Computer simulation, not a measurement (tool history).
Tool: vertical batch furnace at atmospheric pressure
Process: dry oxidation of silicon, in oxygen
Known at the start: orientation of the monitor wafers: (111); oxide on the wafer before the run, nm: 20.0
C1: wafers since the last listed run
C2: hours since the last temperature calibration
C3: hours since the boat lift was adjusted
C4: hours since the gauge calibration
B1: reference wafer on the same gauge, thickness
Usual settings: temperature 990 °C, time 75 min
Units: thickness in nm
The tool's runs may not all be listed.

Run 1, hour 0: usual settings; C1 0; C2 2765.6; C3 963.9; C4 253.8; B1 67.22. Result: thickness 79.5 nm.
Run 2, hour 93.8: usual settings; C1 1501; C2 2859.4; C3 1057.7; C4 347.6; B1 67.24. Result: thickness 79.83 nm.
Run 3, hour 151.1: usual settings; C1 917; C2 2916.7; C3 1115; C4 404.9; B1 67.22. Result: thickness 79.49 nm.
Run 4, hour 217.6: usual settings but time 99 min; C1 1064; C2 2983.2; C3 1181.5; C4 471.4; B1 67.21. Result: thickness 93.31 nm.
Run 5, hour 287.7: usual settings; C1 1122; C2 3053.3; C3 1251.6; C4 541.5; B1 67.28. Result: thickness 79.35 nm.
Run 6, hour 343.3: usual settings; C1 890; C2 3108.9; C3 1307.2; C4 597.1; B1 67.18. Result: thickness 79.27 nm.
Run 7, hour 390.4: usual settings; C1 753; C2 3156; C3 1354.3; C4 644.2; B1 67.22. Result: thickness 79.16 nm.
Run 8, hour 458.4: usual settings; C1 1088; C2 3224; C3 1422.3; C4 712.2; B1 67.14. Result: thickness 79.6 nm.
Run 9, hour 533.5: usual settings; C1 1202; C2 3299.1; C3 1497.4; C4 787.3; B1 67.22. Result: thickness 79.27 nm.
Run 10, hour 583.3: usual settings; C1 797; C2 3348.9; C3 1547.2; C4 837.1; B1 67.19. Result: thickness 79.3 nm.
Run 11, hour 652.2: usual settings; C1 1102; C2 3417.8; C3 1616.1; C4 906; B1 67.18. Result: thickness 79.51 nm.
Run 12, hour 707.6: usual settings; C1 886; C2 3473.2; C3 1671.5; C4 961.4; B1 67.26. Result: thickness 78.71 nm.
Run 13, hour 760.8: usual settings; C1 851; C2 3526.4; C3 1724.7; C4 1014.6; B1 67.27. Result: thickness 78.67 nm.
Run 14, hour 807.2: usual settings but time 92.5 min; C1 742; C2 3572.8; C3 1771.1; C4 1061; B1 67.18. Result: thickness 89.4 nm.
Run 15, hour 901.8: usual settings but time 92.5 min; C1 1514; C2 3667.4; C3 1865.7; C4 1155.6; B1 67.19. Result: thickness 89.21 nm.
Run 16, hour 983.4: usual settings but temperature 972 °C, time 104.5 min; C1 1306; C2 3749; C3 1947.3; C4 1237.2; B1 67.23. Result: thickness 85.65 nm.
Run 17, hour 1032.9: usual settings; C1 792; C2 3798.5; C3 1996.8; C4 1286.7; B1 67.22. Result: thickness 78.82 nm.
Run 18, hour 1137: usual settings but temperature 1011 °C, time 40 min; C1 1666; C2 3902.6; C3 2100.9; C4 1390.8; B1 67.16. Result: thickness 63.2 nm.
Run 19, hour 1191.3: usual settings but temperature 973 °C, time 96.5 min; C1 869; C2 3956.9; C3 2155.2; C4 1445.1; B1 67.16. Result: thickness 82.07 nm.
Run 20, hour 1292.1: usual settings but temperature 998 °C; C1 1613; C2 4057.7; C3 2256; C4 1545.9; B1 67.21. Result: thickness 82.78 nm.
Run 21, hour 1341.8: usual settings but temperature 968 °C, time 99 min; C1 795; C2 4107.4; C3 2305.7; C4 1595.6; B1 67.26. Result: thickness 80.54 nm.
At hour 1368.2: boat lift adjusted.
Run 22, hour 1403.8: usual settings but temperature 973 °C; C1 608; C2 4169.4; C3 35.6; C4 1657.6; B1 67.21. Result: thickness 69.85 nm.
At hour 1439.7: gauge calibrated.
Run 23, hour 1476.6: usual settings but temperature 1007 °C, time 93.5 min; C1 1165; C2 4242.2; C3 108.4; C4 36.9; B1 67.18. Result: thickness 98.6 nm.
At hour 1517.3: thermocouples replaced and temperature profile calibrated.
Run 24, hour 1573.2: usual settings but time 111.5 min; C1 1162; C2 55.9; C3 205; C4 133.5; B1 67.18. Result: thickness 98.26 nm.
Run 25, hour 1651.8: usual settings; C1 1258; C2 134.5; C3 283.6; C4 212.1; B1 67.2. Result: thickness 77.77 nm.
At hour 1728.7: boat lift adjusted, repeated, since the last time left the tool worse.
Run 26, hour 1749.6: usual settings; C1 1181; C2 232.3; C3 20.9; C4 309.9; B1 67.2. Result: thickness 80.19 nm.
Run 27, hour 1787.2: usual settings but temperature 1011 °C, time 56 min; C1 601; C2 269.9; C3 58.5; C4 347.5; B1 67.23. Result: thickness 77.13 nm.
Run 28, hour 1885: usual settings but temperature 970 °C, time 54 min; C1 1565; C2 367.7; C3 156.3; C4 445.3; B1 67.22. Result: thickness 58.62 nm.
Run 29, hour 1977.4: usual settings but temperature 979 °C, time 37.5 min; C1 1479; C2 460.1; C3 248.7; C4 537.7; B1 67.18. Result: thickness 51.13 nm.
Run 30, hour 2076.2: usual settings but temperature 978 °C, time 52 min; C1 1581; C2 558.9; C3 347.5; C4 636.5; B1 67.23. Result: thickness 60.47 nm.
Run 31, hour 2153.3: usual settings but temperature 1012 °C, time 106.5 min; C1 1234; C2 636; C3 424.6; C4 713.6; B1 67.23. Result: thickness 112.18 nm.

3 ways to go on from here, each from the tool as it stands after run 31. What would each give?
Run A, hour 2159: usual settings; C1 91; C2 641.7; C3 430.3; C4 719.3; B1 ?. Result: thickness ?.
Run B, hour 2159: usual settings but temperature 1009 °C, time 91.5 min; C1 91; C2 641.7; C3 430.3; C4 719.3; B1 ?. Result: thickness ?.
Run C, hour 2159: usual settings but temperature 1005 °C; C1 91; C2 641.7; C3 430.3; C4 719.3; B1 ?. Result: thickness ?.

run     B1  thickness
  A  67.19      79.84
  B  67.19     101.09
  C  67.19      87.76
Without the tool's hidden state the same runs would have given:
run  thickness
  A      80.28
  B     101.67
  C      88.26
